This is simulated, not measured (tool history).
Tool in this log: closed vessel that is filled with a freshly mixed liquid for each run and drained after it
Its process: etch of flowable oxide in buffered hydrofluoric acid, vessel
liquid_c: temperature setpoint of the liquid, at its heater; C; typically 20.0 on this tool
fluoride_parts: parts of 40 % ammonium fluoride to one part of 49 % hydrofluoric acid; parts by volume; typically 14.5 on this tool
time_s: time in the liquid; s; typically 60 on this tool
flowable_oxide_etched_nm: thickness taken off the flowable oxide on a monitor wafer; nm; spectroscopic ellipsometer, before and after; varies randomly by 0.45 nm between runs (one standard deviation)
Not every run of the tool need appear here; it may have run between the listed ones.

| run | day | liquid_c | fluoride_parts | time_s | wafers since the last listed run | hours since the thermometer was replaced | hours since the hydrofluoric acid flow meter was replaced | hours since the gauge calibration | read-back film thickness of the flowable oxide reference wafer, read on the same gauge (nm) | flowable_oxide_etched_nm |
|---|---|---|---|---|---|---|---|---|---|---|
| 1 | 0.000 | 20.0 | 14.5 | 60 | 0 | 868.2 | 222.9 | 179.3 | 149.96 | 136.36 |
| 2 | 1.725 | 20.0 | 10.0 | 60 | 5647 | 909.6 | 264.3 | 220.7 | 149.99 | 194.85 |
| 3 | 3.758 | 20.0 | 10.0 | 60 | 6656 | 958.4 | 313.1 | 269.5 | 150.01 | 195.28 |
| 4 | 4.808 | 20.0 | 10.0 | 60 | 3437 | 983.6 | 338.3 | 294.7 | 149.99 | 194.65 |
| 5 | 5.858 | 20.0 | 14.5 | 60 | 3437 | 1008.8 | 363.5 | 319.9 | 149.95 | 136.53 |
| 6 | 8.475 | 20.0 | 14.5 | 60 | 8566 | 1071.6 | 426.3 | 382.7 | 150.02 | 134.41 |
| 7 | 9.517 | 20.0 | 17.5 | 60 | 3410 | 1096.6 | 451.3 | 407.7 | 149.97 | 112.68 |
| 8 | 11.508 | 20.0 | 17.5 | 60 | 6520 | 1144.4 | 499.1 | 455.5 | 149.99 | 111.48 |
| 9 | 14.192 | 20.0 | 17.5 | 60 | 8784 | 1208.8 | 563.5 | 519.9 | 149.93 | 112.32 |
| 10 | 16.733 | 20.0 | 17.0 | 60 | 8320 | 1269.8 | 624.5 | 580.9 | 150.00 | 114.46 |
| 11 | 17.962 | 20.0 | 17.0 | 60 | 4024 | 1299.3 | 654.0 | 610.4 | 149.99 | 115.57 |
| 12 | 20.779 | 20.0 | 17.0 | 60 | 9221 | 1366.9 | 721.6 | 678.0 | 149.99 | 113.88 |
| 13 | 23.321 | 20.0 | 14.5 | 60 | 8320 | 1427.9 | 782.6 | 739.0 | 150.02 | 133.69 |
|  | 23.404 | gauge calibrated |
| 14 | 24.521 | 20.0 | 11.0 | 60 | 3928 | 1456.7 | 811.4 | 26.8 | 149.99 | 175.83 |
| 15 | 27.333 | 20.0 | 14.5 | 30 | 9207 | 1524.2 | 878.9 | 94.3 | 150.00 | 67.27 |
| 16 | 30.079 | 20.0 | 10.5 | 60 | 8989 | 1590.1 | 944.8 | 160.2 | 150.02 | 183.11 |
|  | 30.208 | thermometer replaced |
| 17 | 31.467 | 17.0 | 9.0 | 60 | 4406 | 30.2 | 978.1 | 193.5 | 150.06 | 174.62 |
|  | 31.658 | hydrofluoric acid flow meter replaced |
| 18 | 33.354 | 23.5 | 14.5 | 35 | 6042 | 75.5 | 40.7 | 238.8 | 149.99 | 91.26 |
| 19 | 34.929 | 20.0 | 14.5 | 60 | 5156 | 113.3 | 78.5 | 276.6 | 149.96 | 128.76 |
| 20 | 37.067 | 20.0 | 14.5 | 60 | 6997 | 164.6 | 129.8 | 327.9 | 150.06 | 128.79 |
| 21 | 38.804 | 17.0 | 20.5 | 40 | 5688 | 206.3 | 171.5 | 369.6 | 150.02 | 53.00 |
| 22 | 40.658 | 25.0 | 18.5 | 70 | 6070 | 250.8 | 216.0 | 414.1 | 150.00 | 154.34 |
| 23 | 42.596 | 20.0 | 14.5 | 35 | 6343 | 297.3 | 262.5 | 460.6 | 149.96 | 75.39 |
|  | 43.196 | hydrofluoric acid flow meter replaced, repeated, since the last time left the tool worse |
| 24 | 44.733 | 17.0 | 14.5 | 60 | 6861 | 348.6 | 36.9 | 511.9 | 149.98 | 114.76 |
| 25 | 45.888 | 20.0 | 14.5 | 60 | 3778 | 376.3 | 64.6 | 539.6 | 150.01 | 136.49 |
| 26 | 47.317 | 20.0 | 17.5 | 60 | 4678 | 410.6 | 98.9 | 573.9 | 149.98 | 113.83 |

Some steps in flowable_oxide_etched_nm between neighbouring runs. How much of each would the tool show without its hidden state too (settings, what came in, random variation), and how much is left for the hidden state, with any gauge scatter that isn't in both results?
Hidden state present: liquid colder than its thermometer reads (K); hydrofluoric acid flow below the setpoint (%); gauge reads high (%).
Run 14 -> 15: fluoride_parts 11.0 -> 14.5, time_s 60 -> 30. flowable_oxide_etched_nm -108.56 nm: hidden state +2.52, all else -111.08.
Run 15 -> 16: fluoride_parts 14.5 -> 10.5, time_s 30 -> 60. flowable_oxide_etched_nm +115.84 nm: hidden state -3.41, all else +119.25.
Run 20 -> 21: liquid_c 20.0 -> 17.0, fluoride_parts 14.5 -> 20.5, time_s 60 -> 40. flowable_oxide_etched_nm -75.79 nm: hidden state +5.75, all else -81.54.
Run 21 -> 22: liquid_c 17.0 -> 25.0, fluoride_parts 20.5 -> 18.5, time_s 40 -> 70. flowable_oxide_etched_nm +101.34 nm: hidden state -7.82, all else +109.16.
